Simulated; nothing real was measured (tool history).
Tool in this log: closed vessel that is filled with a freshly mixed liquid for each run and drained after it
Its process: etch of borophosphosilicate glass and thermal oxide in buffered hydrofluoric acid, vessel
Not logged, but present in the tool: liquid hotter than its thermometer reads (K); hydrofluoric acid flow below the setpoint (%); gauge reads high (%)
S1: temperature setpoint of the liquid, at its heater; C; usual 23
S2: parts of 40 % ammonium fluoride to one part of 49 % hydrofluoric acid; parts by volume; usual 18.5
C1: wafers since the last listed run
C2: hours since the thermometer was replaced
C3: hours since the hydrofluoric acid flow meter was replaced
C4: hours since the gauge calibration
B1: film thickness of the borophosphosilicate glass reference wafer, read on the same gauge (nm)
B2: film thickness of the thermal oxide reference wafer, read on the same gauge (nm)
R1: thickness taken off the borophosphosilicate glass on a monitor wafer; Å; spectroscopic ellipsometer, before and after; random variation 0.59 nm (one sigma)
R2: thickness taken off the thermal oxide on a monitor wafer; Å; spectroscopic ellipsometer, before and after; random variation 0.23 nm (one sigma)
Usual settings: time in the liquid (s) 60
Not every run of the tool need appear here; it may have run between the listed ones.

{"run": 1, "hour": 0.0, "S1": 23, "S2": 18.5, "time in the liquid (s)": 60, "C1": 0, "C2": 2118.1, "C3": 1416.1, "C4": 266.1, "B1": 89.98, "B2": 149.98, "R1": 634, "R2": 341}
{"run": 2, "hour": 34.5, "S1": 23, "S2": 18.5, "time in the liquid (s)": 60, "C1": 2369, "C2": 2152.6, "C3": 1450.6, "C4": 300.6, "B1": 89.99, "B2": 150, "R1": 635.8, "R2": 334.9}
{"run": 3, "hour": 52.7, "S1": 23, "S2": 18.5, "time in the liquid (s)": 50, "C1": 1250, "C2": 2170.8, "C3": 1468.8, "C4": 318.8, "B1": 90.01, "B2": 149.99, "R1": 537.9, "R2": 281.9}
{"hour": 80.3, "done": "gauge calibrated"}
{"run": 4, "hour": 85.7, "S1": 23, "S2": 18.5, "time in the liquid (s)": 50, "C1": 2266, "C2": 2203.8, "C3": 1501.8, "C4": 5.4, "B1": 90.01, "B2": 149.99, "R1": 528.8, "R2": 283.4}
{"run": 5, "hour": 118.8, "S1": 23, "S2": 18.5, "time in the liquid (s)": 50, "C1": 2273, "C2": 2236.9, "C3": 1534.9, "C4": 38.5, "B1": 90.01, "B2": 149.99, "R1": 518.5, "R2": 284.5}
{"run": 6, "hour": 154.4, "S1": 21.5, "S2": 18.5, "time in the liquid (s)": 60, "C1": 2445, "C2": 2272.5, "C3": 1570.5, "C4": 74.1, "B1": 90.01, "B2": 150.04, "R1": 569.9, "R2": 310.7}
{"run": 7, "hour": 170.7, "S1": 21.5, "S2": 18.5, "time in the liquid (s)": 60, "C1": 1119, "C2": 2288.8, "C3": 1586.8, "C4": 90.4, "B1": 89.97, "B2": 149.99, "R1": 582.9, "R2": 309.1}
{"run": 8, "hour": 193.8, "S1": 23, "S2": 18.5, "time in the liquid (s)": 60, "C1": 1586, "C2": 2311.9, "C3": 1609.9, "C4": 113.5, "B1": 90, "B2": 150.02, "R1": 621.2, "R2": 339}
{"run": 9, "hour": 211.6, "S1": 23, "S2": 18.5, "time in the liquid (s)": 60, "C1": 1222, "C2": 2329.7, "C3": 1627.7, "C4": 131.3, "B1": 90.02, "B2": 149.97, "R1": 627.9, "R2": 336.3}
{"hour": 233.9, "done": "hydrofluoric acid flow meter replaced"}
{"hour": 283.1, "done": "thermometer replaced"}
{"run": 10, "hour": 285.2, "S1": 23, "S2": 18.5, "time in the liquid (s)": 60, "C1": 4917, "C2": 2.1, "C3": 51.3, "C4": 204.9, "B1": 89.98, "B2": 149.99, "R1": 700.3, "R2": 372}
{"run": 11, "hour": 299.7, "S1": 23, "S2": 18.5, "time in the liquid (s)": 60, "C1": 995, "C2": 16.6, "C3": 65.8, "C4": 219.4, "B1": 90, "B2": 150, "R1": 702.4, "R2": 369.7}
{"run": 12, "hour": 323.2, "S1": 23, "S2": 18.5, "time in the liquid (s)": 60, "C1": 1614, "C2": 40.1, "C3": 89.3, "C4": 242.9, "B1": 89.98, "B2": 150, "R1": 706.4, "R2": 376.8}
{"run": 13, "hour": 344.3, "S1": 23, "S2": 18.5, "time in the liquid (s)": 60, "C1": 1449, "C2": 61.2, "C3": 110.4, "C4": 264, "B1": 89.99, "B2": 150.03, "R1": 691.7, "R2": 372.5}
{"run": 14, "hour": 378.7, "S1": 26.5, "S2": 18.5, "time in the liquid (s)": 80, "C1": 2362, "C2": 95.6, "C3": 144.8, "C4": 298.4, "B1": 90.01, "B2": 150, "R1": 1101.5, "R2": 594.2}
{"run": 15, "hour": 395.2, "S1": 23, "S2": 18.5, "time in the liquid (s)": 60, "C1": 1133, "C2": 112.1, "C3": 161.3, "C4": 314.9, "B1": 90, "B2": 149.99, "R1": 684.1, "R2": 369.2}
{"run": 16, "hour": 416.2, "S1": 23, "S2": 22, "time in the liquid (s)": 35, "C1": 1442, "C2": 133.1, "C3": 182.3, "C4": 335.9, "B1": 89.98, "B2": 150.02, "R1": 351.9, "R2": 188.9}
{"run": 17, "hour": 440.6, "S1": 23, "S2": 18.5, "time in the liquid (s)": 60, "C1": 1675, "C2": 157.5, "C3": 206.7, "C4": 360.3, "B1": 90.02, "B2": 149.98, "R1": 693.1, "R2": 370.5}
{"hour": 443.4, "done": "gauge calibrated"}
{"run": 18, "hour": 453.1, "S1": 23, "S2": 20.5, "time in the liquid (s)": 85, "C1": 858, "C2": 170, "C3": 219.2, "C4": 9.7, "B1": 90, "B2": 150.02, "R1": 905.8, "R2": 478.3}
{"run": 19, "hour": 478.8, "S1": 27, "S2": 18.5, "time in the liquid (s)": 60, "C1": 1765, "C2": 195.7, "C3": 244.9, "C4": 35.4, "B1": 89.99, "B2": 150, "R1": 843.3, "R2": 452.3}
{"run": 20, "hour": 492.2, "S1": 23, "S2": 14.5, "time in the liquid (s)": 45, "C1": 920, "C2": 209.1, "C3": 258.3, "C4": 48.8, "B1": 90.01, "B2": 149.99, "R1": 650.9, "R2": 348.2}
{"run": 21, "hour": 520.2, "S1": 23, "S2": 18.5, "time in the liquid (s)": 60, "C1": 1923, "C2": 237.1, "C3": 286.3, "C4": 76.8, "B1": 90, "B2": 149.99, "R1": 683.1, "R2": 366.5}
{"run": 22, "hour": 550.2, "S1": 23, "S2": 18.5, "time in the liquid (s)": 60, "C1": 2060, "C2": 267.1, "C3": 316.3, "C4": 106.8, "B1": 90, "B2": 150.03, "R1": 679.9, "R2": 362.5}
{"run": 23, "hour": 576.6, "S1": 23, "S2": 18.5, "time in the liquid (s)": 35, "C1": 1813, "C2": 293.5, "C3": 342.7, "C4": 133.2, "B1": 90, "B2": 149.99, "R1": 395.5, "R2": 212.1}
{"run": 24, "hour": 605.0, "S1": 25, "S2": 18.5, "time in the liquid (s)": 40, "C1": 1950, "C2": 321.9, "C3": 371.1, "C4": 161.6, "B1": 90, "B2": 149.99, "R1": 504.4, "R2": 269.8}

Some steps in R1 between neighbouring runs. How much of each would the tool show without its hidden state too (settings, what came in, random variation), and how much is left for the hidden state, with any gauge scatter that isn't in both results?
Run 9 -> 10: hydrofluoric acid flow meter replaced, thermometer replaced. R1 +72.4 Å: hidden state +68.2, all else +4.2.
Run 13 -> 14: S1 23 -> 26.5, time in the liquid (s) 60 -> 80. R1 +409.8 Å: hidden state -9.9, all else +419.7.
Run 14 -> 15: S1 26.5 -> 23, time in the liquid (s) 80 -> 60. R1 -417.4 Å: hidden state +7.3, all else -424.7.
Run 16 -> 17: S2 22 -> 18.5, time in the liquid (s) 35 -> 60. R1 +341.2 Å: hidden state -11.6, all else +352.8.

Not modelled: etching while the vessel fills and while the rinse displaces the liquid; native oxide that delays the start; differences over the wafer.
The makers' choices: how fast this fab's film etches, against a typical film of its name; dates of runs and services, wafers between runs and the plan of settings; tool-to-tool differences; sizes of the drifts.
